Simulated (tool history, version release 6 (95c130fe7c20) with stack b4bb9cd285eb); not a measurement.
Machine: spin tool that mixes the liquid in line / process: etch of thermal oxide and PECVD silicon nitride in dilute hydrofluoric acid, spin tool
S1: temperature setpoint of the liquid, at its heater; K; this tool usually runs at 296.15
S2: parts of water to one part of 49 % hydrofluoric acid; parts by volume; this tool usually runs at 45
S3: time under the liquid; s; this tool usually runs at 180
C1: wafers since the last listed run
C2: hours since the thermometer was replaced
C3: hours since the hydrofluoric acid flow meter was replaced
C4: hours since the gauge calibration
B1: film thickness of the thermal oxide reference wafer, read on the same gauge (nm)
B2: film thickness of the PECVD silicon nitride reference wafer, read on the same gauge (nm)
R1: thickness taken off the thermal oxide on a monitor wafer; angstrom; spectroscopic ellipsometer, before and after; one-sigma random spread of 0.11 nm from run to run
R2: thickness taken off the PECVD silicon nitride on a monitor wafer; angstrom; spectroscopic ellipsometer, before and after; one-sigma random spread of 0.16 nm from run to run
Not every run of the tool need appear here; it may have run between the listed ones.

| run | hour | S1 | S2 | S3 | C1 | C2 | C3 | C4 | B1 | B2 | R1 | R2 |
|---|---|---|---|---|---|---|---|---|---|---|---|---|
| 1 | 0 | 296.15 | 45 | 180 | 0 | 238.2 | 1019.6 | 271.6 | 119.96 | 50.01 | 179.8 | 164.5 |
| 2 | 71.8 | 296.15 | 45 | 180 | 334 | 310 | 1091.4 | 343.4 | 119.97 | 49.97 | 178.9 | 159.5 |
| 3 | 118.9 | 296.15 | 60 | 180 | 219 | 357.1 | 1138.5 | 390.5 | 120.03 | 50.02 | 130.5 | 120.4 |
| 4 | 156.6 | 294.15 | 55 | 225 | 175 | 394.8 | 1176.2 | 428.2 | 120.03 | 49.97 | 165.3 | 143.9 |
| 5 | 191.7 | 296.15 | 45 | 80 | 163 | 429.9 | 1211.3 | 463.3 | 120.01 | 50 | 79.4 | 70.1 |
|  | 230.8 | hydrofluoric acid flow meter replaced |
| 6 | 237.9 | 291.65 | 55 | 180 | 210 | 476.1 | 7.1 | 509.5 | 120.02 | 50.03 | 116.2 | 92.8 |
| 7 | 287.2 | 296.15 | 45 | 235 | 229 | 525.4 | 56.4 | 558.8 | 120.01 | 50 | 227.5 | 204.8 |
| 8 | 321.7 | 298.65 | 60 | 180 | 160 | 559.9 | 90.9 | 593.3 | 120.01 | 49.99 | 142.1 | 138.3 |
| 9 | 353.5 | 296.15 | 30 | 180 | 147 | 591.7 | 122.7 | 625.1 | 120.01 | 49.99 | 267.3 | 228.9 |
|  | 369.2 | thermometer replaced |
| 10 | 401.6 | 296.15 | 45 | 180 | 219 | 32.4 | 170.8 | 673.2 | 119.98 | 49.97 | 184 | 168.8 |
| 11 | 425.7 | 298.65 | 60 | 105 | 112 | 56.5 | 194.9 | 697.3 | 120.04 | 49.98 | 86.7 | 84.8 |
| 12 | 454.8 | 296.15 | 45 | 180 | 135 | 85.6 | 224 | 726.4 | 119.99 | 49.99 | 179.8 | 165.9 |
| 13 | 501 | 296.15 | 45 | 180 | 214 | 131.8 | 270.2 | 772.6 | 119.98 | 49.98 | 181.9 | 161.1 |
| 14 | 571.3 | 296.15 | 60 | 135 | 327 | 202.1 | 340.5 | 842.9 | 120 | 50.01 | 100.9 | 92.5 |
| 15 | 673.2 | 296.15 | 45 | 180 | 474 | 304 | 442.4 | 944.8 | 119.99 | 50.02 | 178.5 | 159.4 |
| 16 | 727.2 | 299.15 | 45 | 180 | 251 | 358 | 496.4 | 998.8 | 119.96 | 50.01 | 204.3 | 198.3 |
| 17 | 788.3 | 299.15 | 60 | 180 | 284 | 419.1 | 557.5 | 1059.9 | 119.99 | 49.99 | 147.1 | 146.9 |
| 18 | 821.4 | 292.65 | 35 | 105 | 154 | 452.2 | 590.6 | 1093 | 120.03 | 50 | 114.7 | 92.3 |
| 19 | 865.9 | 296.15 | 45 | 180 | 207 | 496.7 | 635.1 | 1137.5 | 120.01 | 49.99 | 175.3 | 155.5 |
| 20 | 890.7 | 296.15 | 45 | 180 | 115 | 521.5 | 659.9 | 1162.3 | 119.97 | 50.01 | 176.5 | 153.4 |
| 21 | 931.6 | 291.65 | 45 | 265 | 190 | 562.4 | 700.8 | 1203.2 | 119.99 | 49.99 | 210.8 | 166.2 |
|  | 936.9 | thermometer replaced |
| 22 | 967 | 296.15 | 45 | 85 | 160 | 30.1 | 736.2 | 1238.6 | 120.02 | 50.02 | 86 | 76.2 |
| 23 | 1017.9 | 296.15 | 35 | 180 | 236 | 81 | 787.1 | 1289.5 | 119.99 | 50.01 | 238.3 | 210.5 |
| 24 | 1067 | 296.15 | 45 | 180 | 228 | 130.1 | 836.2 | 1338.6 | 120.04 | 50 | 179.6 | 161.2 |
| 25 | 1119.3 | 294.15 | 60 | 240 | 243 | 182.4 | 888.5 | 1390.9 | 120.02 | 49.99 | 162.4 | 139.8 |
| 26 | 1182.2 | 291.15 | 45 | 180 | 292 | 245.3 | 951.4 | 1453.8 | 119.98 | 49.98 | 143.3 | 113.5 |

Below are 4 alternative next runs, each starting from the tool's condition after run 26. Predict each:
| A | 1182.7 | 300.15 | 45 | 180 | 2 | 245.8 | 951.9 | 1454.3 | ? | ? | ? | ? |
| B | 1182.7 | 292.65 | 45 | 275 | 2 | 245.8 | 951.9 | 1454.3 | ? | ? | ? | ? |
| C | 1182.7 | 296.15 | 60 | 130 | 2 | 245.8 | 951.9 | 1454.3 | ? | ? | ? | ? |
| D | 1182.7 | 299.65 | 35 | 80 | 2 | 245.8 | 951.9 | 1454.3 | ? | ? | ? | ? |

| run | B1 | B2 | R1 | R2 |
|---|---|---|---|---|
| A | 119.98 | 50 | 210.5 | 206.8 |
| B | 119.98 | 50 | 235 | 189.2 |
| C | 119.98 | 50 | 94.9 | 86.1 |
| D | 119.98 | 50 | 119.5 | 113.6 |
With no hidden state in the tool, these same runs would have given:
| run | R1 | R2 |
|---|---|---|
| A | 216.9 | 217.2 |
| B | 242.6 | 199.3 |
| C | 97.8 | 90.5 |
| D | 123.2 | 119.4 |

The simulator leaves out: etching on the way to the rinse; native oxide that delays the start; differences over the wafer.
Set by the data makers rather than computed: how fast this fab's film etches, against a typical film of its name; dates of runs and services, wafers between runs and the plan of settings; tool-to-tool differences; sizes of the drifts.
